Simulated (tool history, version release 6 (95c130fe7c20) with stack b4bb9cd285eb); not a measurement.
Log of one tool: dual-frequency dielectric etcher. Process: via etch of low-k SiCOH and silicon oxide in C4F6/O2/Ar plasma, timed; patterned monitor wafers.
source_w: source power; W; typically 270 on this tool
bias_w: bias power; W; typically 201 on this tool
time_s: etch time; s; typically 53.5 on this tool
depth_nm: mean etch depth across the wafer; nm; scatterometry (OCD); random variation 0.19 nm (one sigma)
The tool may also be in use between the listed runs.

| run | hour | source_w | bias_w | time_s | wafers since the last listed run | hours since the last wet clean | hours since the last source power generator calibration | hours since the last bias power generator calibration | hours since the last upper electrode change | hours since the gauge calibration | read-back reference wafer on the same gauge, depth_nm | depth_nm |
|---|---|---|---|---|---|---|---|---|---|---|---|---|
| 1 | 0 | 270 | 201 | 62.5 | 0 | 395.4 | 2744.3 | 3638.4 | 4436.2 | 57.7 | 121 | 142.7 |
| 2 | 9.7 | 270 | 201 | 62.5 | 132 | 405.1 | 2754 | 3648.1 | 4445.9 | 67.4 | 121 | 142.6 |
| 3 | 18.5 | 270 | 201 | 53.5 | 120 | 413.9 | 2762.8 | 3656.9 | 4454.7 | 76.2 | 121 | 122.2 |
| 4 | 34.4 | 270 | 201 | 53.5 | 217 | 429.8 | 2778.7 | 3672.8 | 4470.6 | 92.1 | 121 | 121.8 |
| 5 | 46.3 | 270 | 214 | 53.5 | 162 | 441.7 | 2790.6 | 3684.7 | 4482.5 | 104 | 121 | 124.3 |
| 6 | 61.4 | 270 | 214 | 53.5 | 206 | 456.8 | 2805.7 | 3699.8 | 4497.6 | 119.1 | 121 | 124.1 |
| 7 | 71.5 | 270 | 214 | 53.5 | 138 | 466.9 | 2815.8 | 3709.9 | 4507.7 | 129.2 | 121 | 123.8 |
| 8 | 85.4 | 270 | 201 | 53.5 | 190 | 480.8 | 2829.7 | 3723.8 | 4521.6 | 143.1 | 121 | 121.9 |
| 9 | 91.5 | 270 | 201 | 53.5 | 83 | 486.9 | 2835.8 | 3729.9 | 4527.7 | 149.2 | 121 | 121.6 |
| 10 | 98.5 | 270 | 201 | 50.5 | 95 | 493.9 | 2842.8 | 3736.9 | 4534.7 | 156.2 | 121 | 114.5 |
| 11 | 106.9 | 270 | 201 | 41 | 115 | 502.3 | 2851.2 | 3745.3 | 4543.1 | 164.6 | 121 | 93.3 |
| 12 | 122.5 | 270 | 201 | 41 | 213 | 517.9 | 2866.8 | 3760.9 | 4558.7 | 180.2 | 121 | 93.1 |
|  | 157.4 | upper electrode replaced |
| 13 | 157.9 | 320 | 216 | 53.5 | 156 | 553.3 | 2902.2 | 3796.3 | 0.5 | 215.6 | 121 | 134.1 |
| 14 | 158.2 | 320 | 216 | 53.5 | 4 | 553.6 | 2902.5 | 3796.6 | 0.8 | 215.9 | 121 | 134.4 |
| 15 | 158.6 | 270 | 201 | 39.5 | 5 | 554 | 2902.9 | 3797 | 1.2 | 216.3 | 121 | 89.8 |
| 16 | 173 | 270 | 201 | 53.5 | 197 | 568.4 | 2917.3 | 3811.4 | 15.6 | 230.7 | 121 | 121.1 |
|  | 200.4 | wet clean of the chamber |
| 17 | 200.9 | 230 | 216 | 48 | 53 | 0.5 | 2945.2 | 3839.3 | 43.5 | 258.6 | 121 | 104.9 |
|  | 201.8 | gauge calibrated |
| 18 | 202.9 | 330 | 201 | 53.5 | 27 | 2.5 | 2947.2 | 3841.3 | 45.5 | 1.1 | 121 | 136.9 |
| 19 | 212.3 | 270 | 201 | 50.5 | 128 | 11.9 | 2956.6 | 3850.7 | 54.9 | 10.5 | 121 | 117.3 |
| 20 | 226.8 | 310 | 161 | 38 | 198 | 26.4 | 2971.1 | 3865.2 | 69.4 | 25 | 121 | 88.8 |
| 21 | 235.4 | 240 | 154 | 53.5 | 117 | 35 | 2979.7 | 3873.8 | 78 | 33.6 | 121 | 108.8 |
| 22 | 253.2 | 270 | 201 | 53.5 | 243 | 52.8 | 2997.5 | 3891.6 | 95.8 | 51.4 | 121 | 124.2 |
|  | 258 | bias power generator calibrated |
| 23 | 262 | 250 | 231 | 42 | 65 | 61.6 | 3006.3 | 4 | 104.6 | 60.2 | 121 | 97.6 |
|  | 275 | source power generator calibrated |
| 24 | 311.4 | 300 | 175 | 47.5 | 621 | 111 | 36.4 | 53.4 | 154 | 109.6 | 121 | 111.4 |
| 25 | 328.7 | 290 | 230 | 44 | 236 | 128.3 | 53.7 | 70.7 | 171.3 | 126.9 | 121 | 109.1 |
| 26 | 335.7 | 270 | 201 | 53.5 | 95 | 135.3 | 60.7 | 77.7 | 178.3 | 133.9 | 121 | 123.7 |
| 27 | 352.4 | 270 | 201 | 53.5 | 228 | 152 | 77.4 | 94.4 | 195 | 150.6 | 121 | 123.2 |
| 28 | 366.1 | 270 | 201 | 53.5 | 187 | 165.7 | 91.1 | 108.1 | 208.7 | 164.3 | 121 | 123.4 |

A few steps of depth_nm between consecutive runs. Split each: what settings, incoming material and random variation would produce without the hidden state, and what is left over for the hidden state, along with gauge scatter present in only one of the two compared results (measured, and without hidden state):
The hidden state here: etch rate over this chamber's usual, %; source power that arrives over what is set, %; bias power that arrives over what is set, %; gauge reads high (%).
Run 12 -> 13: source_w 270 -> 320, bias_w 201 -> 216, time_s 41 -> 53.5, upper electrode replaced. depth_nm +41 nm: hidden state -1.1, all else +42.1.
Run 14 -> 15: source_w 320 -> 270, bias_w 216 -> 201, time_s 53.5 -> 39.5. depth_nm -44.6 nm: hidden state +0.9, all else -45.5.
Run 16 -> 17: source_w 270 -> 230, bias_w 201 -> 216, time_s 53.5 -> 48, wet clean of the chamber. depth_nm -16.2 nm: hidden state +2.9, all else -19.1.
